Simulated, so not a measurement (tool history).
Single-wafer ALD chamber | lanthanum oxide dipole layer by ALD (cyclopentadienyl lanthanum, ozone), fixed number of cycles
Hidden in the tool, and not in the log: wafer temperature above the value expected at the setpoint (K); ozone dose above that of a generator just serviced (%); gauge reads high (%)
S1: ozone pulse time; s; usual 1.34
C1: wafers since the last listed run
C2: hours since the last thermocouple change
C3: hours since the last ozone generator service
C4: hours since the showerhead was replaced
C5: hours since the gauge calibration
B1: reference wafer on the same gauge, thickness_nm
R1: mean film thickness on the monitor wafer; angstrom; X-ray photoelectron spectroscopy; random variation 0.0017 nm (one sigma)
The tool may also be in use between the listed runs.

run,hour,S1,C1,C2,C3,C4,C5,B1,R1
1,0,1.34,0,620.1,637.6,3384.9,257.9,0.516,5.56
2,50,1.34,1103,670.1,687.6,3434.9,307.9,0.516,5.52
3,76.4,1.34,582,696.5,714,3461.3,334.3,0.515,5.53
4,123.6,1.34,1042,743.7,761.2,3508.5,381.5,0.515,5.52
5,179.3,1.34,1229,799.4,816.9,3564.2,437.2,0.514,5.51
6,247.9,1.34,1514,868,885.5,3632.8,505.8,0.512,5.5
7,279.9,1.34,706,900,917.5,3664.8,537.8,0.512,5.52
8,317.9,1.34,838,938,955.5,3702.8,575.8,0.511,5.49
9,381,1.18,1393,1001.1,1018.6,3765.9,638.9,0.51,5.39
10,437.4,1.09,1245,1057.5,1075,3822.3,695.3,0.509,5.3
11,481.3,1.09,969,1101.4,1118.9,3866.2,739.2,0.509,5.28
12,551.1,1.09,1541,1171.2,1188.7,3936,809,0.508,5.27
13,601.8,1.65,1119,1221.9,1239.4,3986.7,859.7,0.507,5.61
# hour 628.5: showerhead replaced
14,634.4,1.65,543,1254.5,1272,5.9,892.3,0.507,5.6
15,701.7,1.65,1485,1321.8,1339.3,73.2,959.6,0.505,5.58
# hour 724.5: ozone generator serviced
16,748.7,1.79,861,1368.8,24.2,120.2,1006.6,0.504,5.65
17,794.6,1.34,1013,1414.7,70.1,166.1,1052.5,0.503,5.41
# hour 806.9: gauge calibrated
18,862.5,1.34,1499,1482.6,138,234,55.6,0.519,5.58
19,927.6,0.94,1437,1547.7,203.1,299.1,120.7,0.519,5.24
20,953.3,1.06,567,1573.4,228.8,324.8,146.4,0.518,5.33
21,988,1.34,766,1608.1,263.5,359.5,181.1,0.518,5.58
22,1029.3,1.04,911,1649.4,304.8,400.8,222.4,0.517,5.31
# hour 1074.5: thermocouple changed; heater temperature recalibrated
23,1075,1.52,832,0.5,350.5,446.5,268.1,0.517,5.65
24,1109.8,1.34,768,35.3,385.3,481.3,302.9,0.516,5.51
25,1174.5,1.61,1428,100,450,546,367.6,0.515,5.68
26,1230.8,1.66,1242,156.3,506.3,602.3,423.9,0.513,5.69
27,1263.1,1.34,713,188.6,538.6,634.6,456.2,0.513,5.5
28,1295,0.9,704,220.5,570.5,666.5,488.1,0.512,5.15
29,1335.7,1.64,898,261.2,611.2,707.2,528.8,0.512,5.67
30,1369,1.5,735,294.5,644.5,740.5,562.1,0.511,5.55

Some steps in R1 between neighbouring runs. How much of each would the tool show without its hidden state too (settings, what came in, random variation), and how much is left for the hidden state, with any gauge scatter that isn't in both results?
Run 1 -> 2: no setting changed, nothing entered. R1 -0.04 angstrom: hidden state -0.01, all else -0.03.
Run 12 -> 13: S1 1.09 -> 1.65. R1 +0.34 angstrom: hidden state -0.01, all else +0.35.
Run 17 -> 18: gauge calibrated. R1 +0.17 angstrom: hidden state +0.17, all else +0.
Run 27 -> 28: S1 1.34 -> 0.9. R1 -0.35 angstrom: hidden state +0, all else -0.35.
Run 28 -> 29: S1 0.9 -> 1.64. R1 +0.52 angstrom: hidden state -0.02, all else +0.54.
